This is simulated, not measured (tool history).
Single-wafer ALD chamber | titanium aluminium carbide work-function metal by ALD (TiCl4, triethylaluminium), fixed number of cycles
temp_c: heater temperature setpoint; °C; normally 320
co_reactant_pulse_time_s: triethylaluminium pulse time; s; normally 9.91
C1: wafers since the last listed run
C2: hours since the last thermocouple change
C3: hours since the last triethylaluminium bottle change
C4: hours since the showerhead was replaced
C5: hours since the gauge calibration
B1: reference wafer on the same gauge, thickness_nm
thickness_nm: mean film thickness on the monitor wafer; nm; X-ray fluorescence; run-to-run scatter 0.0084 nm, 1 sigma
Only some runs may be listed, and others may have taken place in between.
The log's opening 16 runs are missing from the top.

run 17 hour=955.9 | temp_c=320 co_reactant_pulse_time_s=9.91 | C1=330 C2=2796.2 C3=1084.3 C4=3145.3 C5=1238.1 | B1=2.142 | thickness_nm=2.26
run 18 hour=988.1 | temp_c=315 co_reactant_pulse_time_s=11.16 | C1=239 C2=2828.4 C3=1116.5 C4=3177.5 C5=1270.3 | B1=2.14 | thickness_nm=2.234
-- hour=1026.5 thermocouple changed; heater temperature recalibrated
-- hour=1027.2 gauge calibrated
-- hour=1027.9 showerhead replaced
run 19 hour=1053.2 | temp_c=326 co_reactant_pulse_time_s=12.61 | C1=414 C2=26.7 C3=1181.6 C4=25.3 C5=26 | B1=2.136 | thickness_nm=2.438
run 20 hour=1088.8 | temp_c=320 co_reactant_pulse_time_s=9.91 | C1=265 C2=62.3 C3=1217.2 C4=60.9 C5=61.6 | B1=2.138 | thickness_nm=2.316
run 21 hour=1145.7 | temp_c=320 co_reactant_pulse_time_s=9.91 | C1=423 C2=119.2 C3=1274.1 C4=117.8 C5=118.5 | B1=2.14 | thickness_nm=2.311
run 22 hour=1177.9 | temp_c=320 co_reactant_pulse_time_s=13.46 | C1=239 C2=151.4 C3=1306.3 C4=150 C5=150.7 | B1=2.141 | thickness_nm=2.392
run 23 hour=1217.6 | temp_c=310 co_reactant_pulse_time_s=11.94 | C1=295 C2=191.1 C3=1346 C4=189.7 C5=190.4 | B1=2.138 | thickness_nm=2.261
-- hour=1258.4 triethylaluminium bottle replaced
run 24 hour=1274.5 | temp_c=329 co_reactant_pulse_time_s=13.74 | C1=364 C2=248 C3=16.1 C4=246.6 C5=247.3 | B1=2.142 | thickness_nm=2.529
run 25 hour=1305.2 | temp_c=320 co_reactant_pulse_time_s=9.91 | C1=228 C2=278.7 C3=46.8 C4=277.3 C5=278 | B1=2.14 | thickness_nm=2.363
run 26 hour=1351.8 | temp_c=320 co_reactant_pulse_time_s=9.91 | C1=347 C2=325.3 C3=93.4 C4=323.9 C5=324.6 | B1=2.138 | thickness_nm=2.371
run 27 hour=1407 | temp_c=320 co_reactant_pulse_time_s=9.91 | C1=411 C2=380.5 C3=148.6 C4=379.1 C5=379.8 | B1=2.142 | thickness_nm=2.353
run 28 hour=1477.6 | temp_c=306 co_reactant_pulse_time_s=9.91 | C1=526 C2=451.1 C3=219.2 C4=449.7 C5=450.4 | B1=2.139 | thickness_nm=2.192
run 29 hour=1519.2 | temp_c=305 co_reactant_pulse_time_s=7.21 | C1=309 C2=492.7 C3=260.8 C4=491.3 C5=492 | B1=2.141 | thickness_nm=2.102
run 30 hour=1548.4 | temp_c=320 co_reactant_pulse_time_s=9.91 | C1=217 C2=521.9 C3=290 C4=520.5 C5=521.2 | B1=2.137 | thickness_nm=2.335
run 31 hour=1585.9 | temp_c=316 co_reactant_pulse_time_s=9.91 | C1=279 C2=559.4 C3=327.5 C4=558 C5=558.7 | B1=2.14 | thickness_nm=2.299
run 32 hour=1641.5 | temp_c=324 co_reactant_pulse_time_s=9.91 | C1=414 C2=615 C3=383.1 C4=613.6 C5=614.3 | B1=2.139 | thickness_nm=2.366
run 33 hour=1680.4 | temp_c=328 co_reactant_pulse_time_s=12.01 | C1=289 C2=653.9 C3=422 C4=652.5 C5=653.2 | B1=2.141 | thickness_nm=2.468
run 34 hour=1726.6 | temp_c=334 co_reactant_pulse_time_s=9.91 | C1=344 C2=700.1 C3=468.2 C4=698.7 C5=699.4 | B1=2.141 | thickness_nm=2.471

What if the next run were any one of these 3? Each begins from the tool's condition after run 34:
run A hour=1727 | temp_c=320 co_reactant_pulse_time_s=9.91 | C1=2 C2=700.5 C3=468.6 C4=699.1 C5=699.8 | B1=? | thickness_nm=?
run B hour=1727 | temp_c=332 co_reactant_pulse_time_s=8.14 | C1=2 C2=700.5 C3=468.6 C4=699.1 C5=699.8 | B1=? | thickness_nm=?
run C hour=1727 | temp_c=308 co_reactant_pulse_time_s=12.25 | C1=2 C2=700.5 C3=468.6 C4=699.1 C5=699.8 | B1=? | thickness_nm=?

run=A B1=2.137 thickness_nm=2.327
run=B B1=2.137 thickness_nm=2.393
run=C B1=2.137 thickness_nm=2.248
What these runs would have given with no unlogged condition in the tool:
run=A thickness_nm=2.388
run=B thickness_nm=2.469
run=C thickness_nm=2.294
